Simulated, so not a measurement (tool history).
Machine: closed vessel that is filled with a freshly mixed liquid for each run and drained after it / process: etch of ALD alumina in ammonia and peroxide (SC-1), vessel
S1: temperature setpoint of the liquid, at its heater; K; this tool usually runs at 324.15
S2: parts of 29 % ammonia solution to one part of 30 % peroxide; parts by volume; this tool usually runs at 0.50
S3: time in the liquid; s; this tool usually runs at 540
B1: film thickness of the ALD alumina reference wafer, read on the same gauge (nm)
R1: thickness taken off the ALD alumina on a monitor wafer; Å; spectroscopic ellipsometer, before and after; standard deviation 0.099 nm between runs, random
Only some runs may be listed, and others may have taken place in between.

run	day	S1	S2	S3	B1	R1
1	0.000	324.15	0.50	540	139.94	422.0
2	0.712	324.15	0.50	540	139.98	422.1
3	1.100	324.15	0.50	540	139.98	421.2
4	2.354	324.15	0.50	540	139.98	421.1
5	2.779	328.65	0.50	540	139.98	535.6
6	3.071	324.15	0.50	540	140.00	420.9
7	3.342	324.15	0.35	540	140.00	406.9
8	3.800	324.15	0.50	540	140.01	423.5
# day 3.867: new drum of ammonia solution connected
# day 4.012: thermometer replaced
9	4.517	324.15	0.50	335	140.02	252.0
10	5.258	320.15	0.25	450	139.99	253.1
11	6.004	321.65	0.35	275	139.98	174.6
12	6.412	321.65	0.35	275	139.98	174.6
13	6.704	314.65	0.50	540	139.98	237.1
14	7.262	324.15	0.25	540	139.99	379.3
15	7.846	324.15	0.50	540	139.98	406.4
# day 8.325: ammonia flow meter replaced
16	8.588	324.15	0.50	540	139.97	405.5
17	9.179	324.15	0.50	540	139.99	405.3
18	9.742	324.15	0.75	260	140.01	202.3
19	10.021	324.15	0.50	540	139.97	405.3
20	10.708	324.15	0.70	345	139.99	268.0
21	10.992	324.15	0.50	540	139.99	405.0
22	11.675	333.65	0.25	815	140.01	943.8
23	12.150	316.65	0.35	735	140.02	350.6
24	12.779	318.65	0.35	680	140.01	364.1
25	13.312	324.15	0.50	540	140.00	405.0
26	13.658	324.15	0.50	335	139.98	250.4
27	14.362	324.15	0.30	540	140.02	385.0
28	14.817	331.65	0.35	725	139.99	782.1
# day 15.450: new drum of ammonia solution connected
29	16.458	324.15	0.50	275	140.02	206.8

Each row is a separate what-if for the run after 29, all from the same tool condition, not one after another. Results?
A	16.492	324.15	0.50	255	?	?
B	16.492	324.15	0.35	360	?	?
C	16.492	328.15	0.65	420	?	?
D	16.492	324.15	0.60	540	?	?

run	B1	R1
A	139.95	192.4
B	139.95	262.5
C	139.95	402.8
D	139.95	414.5
The same runs, with their run-to-run variation unchanged, on a tool lacking any hidden condition would have given:
run	R1
A	191.4
B	261.2
C	401.0
D	412.5

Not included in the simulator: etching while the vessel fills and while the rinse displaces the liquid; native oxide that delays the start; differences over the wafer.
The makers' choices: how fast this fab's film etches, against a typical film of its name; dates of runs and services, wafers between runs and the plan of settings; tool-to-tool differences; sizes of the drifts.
